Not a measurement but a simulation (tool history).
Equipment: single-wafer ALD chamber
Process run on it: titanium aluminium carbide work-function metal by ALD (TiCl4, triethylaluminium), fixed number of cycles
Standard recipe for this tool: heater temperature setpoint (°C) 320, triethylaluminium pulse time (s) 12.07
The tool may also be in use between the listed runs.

run    hour  heater temperature setpoint (°C)  triethylaluminium pulse time (s)  wafers since the last listed run  hours since the last thermocouple change  hours since the last triethylaluminium bottle change  hours since the showerhead was replaced  hours since the gauge calibration  read-back reference wafer on the same gauge, thickness_nm  mean film thickness on the monitor wafer (angstrom)
  1       0                               320                              8.82                                 0                                       427                                                    94                                   7165.6                              328.4                                                      2.378                                                19.67
  2   113.1                               320                              8.82                               791                                     540.1                                                 207.1                                   7278.7                              441.5                                                      2.382                                                19.54
  3   157.9                               320                              8.82                               313                                     584.9                                                 251.9                                   7323.5                              486.3                                                      2.382                                                19.56
  4     220                               320                             12.07                               434                                       647                                                   314                                   7385.6                              548.4                                                      2.377                                                 20.6
  5   307.5                               320                             12.07                               612                                     734.5                                                 401.5                                   7473.1                              635.9                                                      2.381                                                20.51
  6   381.5                               320                             12.07                               517                                     808.5                                                 475.5                                   7547.1                              709.9                                                      2.382                                                20.49
  7   452.6                               320                             15.42                               497                                     879.6                                                 546.6                                   7618.2                                781                                                      2.379                                                 20.7
  8   491.6                               320                             12.07                               272                                     918.6                                                 585.6                                   7657.2                                820                                                      2.383                                                20.38
  9   599.1                               320                             12.07                               752                                    1026.1                                                 693.1                                   7764.7                              927.5                                                      2.382                                                20.23
      607.7  -- thermocouple changed; heater temperature recalibrated
 10   651.9                               320                             12.07                               313                                      44.2                                                 745.9                                   7817.5                              980.3                                                      2.383                                                20.66
 11   694.2                               320                             12.07                               296                                      86.5                                                 788.2                                   7859.8                             1022.6                                                       2.38                                                20.51
 12   761.9                               320                             12.07                               473                                     154.2                                                 855.9                                   7927.5                             1090.3                                                       2.38                                                20.55
 13   811.8                               324                             12.07                               349                                     204.1                                                 905.8                                   7977.4                             1140.2                                                      2.382                                                20.94
 14   915.5                               325                              9.22                               725                                     307.8                                                1009.5                                   8081.1                             1243.9                                                       2.38                                                19.96
 15   982.8                               320                             12.07                               471                                     375.1                                                1076.8                                   8148.4                             1311.2                                                      2.378                                                 20.5
 16  1051.8                               310                             13.84                               482                                     444.1                                                1145.8                                   8217.4                             1380.2                                                      2.379                                                19.62
 17  1123.5                               314                             15.17                               501                                     515.8                                                1217.5                                   8289.1                             1451.9                                                       2.38                                                20.13
     1135.3  -- triethylaluminium bottle replaced
 18  1221.5                               316                             14.27                               629                                     613.8                                                  86.2                                   8387.1                             1549.9                                                      2.379                                                20.31
 19  1279.3                               308                              7.57                               404                                     671.6                                                   144                                   8444.9                             1607.7                                                       2.38                                                17.46
 20  1344.1                               331                             10.71                               453                                     736.4                                                 208.8                                   8509.7                             1672.5                                                       2.38                                                21.14
     1429.1  -- showerhead replaced
 21  1435.8                               320                             12.07                               585                                     828.1                                                 300.5                                      6.7                             1764.2                                                      2.379                                                 20.5
 22  1482.1                               320                             12.07                               324                                     874.4                                                 346.8                                       53                             1810.5                                                      2.378                                                20.34
     1495.2  -- gauge calibrated
 23    1583                               314                              9.59                               706                                     975.3                                                 447.7                                    153.9                               87.8                                                      2.378                                                19.01
 24  1687.3                               320                             12.07                               730                                    1079.6                                                   552                                    258.2                              192.1                                                      2.379                                                20.19
 25  1762.9                               320                             12.07                               529                                    1155.2                                                 627.6                                    333.8                              267.7                                                      2.379                                                20.17
     1846.8  -- thermocouple changed; heater temperature recalibrated
 26  1871.8                               333                              9.63                               706                                        25                                                 736.5                                    442.7                              376.6                                                       2.38                                                21.22
 27  1965.9                               309                              8.97                               658                                     119.1                                                 830.6                                    536.8                              470.7                                                      2.379                                                18.57

Below, each run's measurement less what the same run would have read without the hidden state. Both values contain the same run-to-run variation, but the gauge's scatter may not be the same in both:
The tool's hidden condition here consists of: wafer temperature above the value expected at the setpoint (K); triethylaluminium dose above that of a fresh bottle (%); gauge reads high (%).
run  mean film thickness on the monitor wafer (angstrom)
  1                                                -0.13
  2                                                -0.18
  3                                                -0.21
  4                                                -0.23
  5                                                -0.28
  6                                                -0.34
  7                                                -0.37
  8                                                -0.43
  9                                                -0.54
 10                                                -0.17
 11                                                -0.18
 12                                                -0.21
 13                                                -0.23
 14                                                -0.52
 15                                                -0.34
 16                                                -0.29
 17                                                -0.29
 18                                                -0.24
 19                                                -0.33
 20                                                -0.34
 21                                                -0.38
 22                                                -0.42
 23                                                -0.55
 24                                                -0.61
 25                                                -0.69
 26                                                -0.19
 27                                                -0.28

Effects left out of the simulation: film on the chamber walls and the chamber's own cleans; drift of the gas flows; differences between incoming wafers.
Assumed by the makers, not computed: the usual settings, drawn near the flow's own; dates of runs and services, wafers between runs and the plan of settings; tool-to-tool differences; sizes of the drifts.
